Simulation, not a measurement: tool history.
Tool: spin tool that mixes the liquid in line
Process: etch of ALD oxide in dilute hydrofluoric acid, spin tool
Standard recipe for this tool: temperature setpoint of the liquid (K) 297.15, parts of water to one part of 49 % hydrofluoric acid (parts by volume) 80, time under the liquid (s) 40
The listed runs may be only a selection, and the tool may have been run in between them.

run	hour	temperature setpoint of the liquid (K)	parts of water to one part of 49 % hydrofluoric acid (parts by volume)	time under the liquid (s)	wafers since the last listed run	hours since the thermometer was replaced	hours since the hydrofluoric acid flow meter was replaced	hours since the gauge calibration	read-back film thickness of the ALD oxide reference wafer, read on the same gauge (nm)	thickness taken off the ALD oxide on a monitor wafer (angstrom)
1	0.0	297.15	80	40	0	2079.2	656.8	400.7	100.00	108.0
2	12.7	297.15	80	40	172	2091.9	669.5	413.4	100.00	107.0
3	36.8	297.15	80	40	326	2116.0	693.6	437.5	99.99	107.6
4	53.7	297.15	80	40	229	2132.9	710.5	454.4	100.01	108.2
5	73.3	295.15	100	40	265	2152.5	730.1	474.0	100.01	77.7
6	100.0	295.15	100	40	362	2179.2	756.8	500.7	99.98	77.7
7	131.3	297.15	80	40	424	2210.5	788.1	532.0	99.98	108.9
8	144.4	300.15	80	40	177	2223.6	801.2	545.1	100.00	122.5
9	194.6	300.15	80	40	680	2273.8	851.4	595.3	100.01	123.9
10	217.0	300.15	80	40	303	2296.2	873.8	617.7	100.01	123.3
11	233.5	296.15	50	40	223	2312.7	890.3	634.2	99.97	174.8
12	251.2	296.15	50	40	239	2330.4	908.0	651.9	100.00	174.8
13	277.8	297.15	80	40	360	2357.0	934.6	678.5	100.00	110.1
14	303.0	301.15	80	40	341	2382.2	959.8	703.7	100.00	128.1
15	337.8	297.15	65	15	471	2417.0	994.6	738.5	100.00	51.7
16	358.8	292.15	115	50	284	2438.0	1015.6	759.5	100.00	75.9
# hour 365.9: hydrofluoric acid flow meter replaced
17	374.6	301.15	80	25	200	2453.8	8.7	775.3	100.01	77.5
18	397.8	298.65	105	25	314	2477.0	31.9	798.5	100.00	51.9
# hour 409.1: gauge calibrated
19	432.1	297.15	65	40	465	2511.3	66.2	23.0	99.98	132.9

What does the tool deliver on the next run?
# hour 451.2: thermometer replaced
20	452.4	297.15	65	15	261	1.2	86.5	43.3	?	?

Run 20 gave read-back film thickness of the ALD oxide reference wafer, read on the same gauge (nm) 100.01, thickness taken off the ALD oxide on a monitor wafer (angstrom) 46.8.
With no hidden state in the tool, this same run would have given thickness taken off the ALD oxide on a monitor wafer (angstrom) 45.9.

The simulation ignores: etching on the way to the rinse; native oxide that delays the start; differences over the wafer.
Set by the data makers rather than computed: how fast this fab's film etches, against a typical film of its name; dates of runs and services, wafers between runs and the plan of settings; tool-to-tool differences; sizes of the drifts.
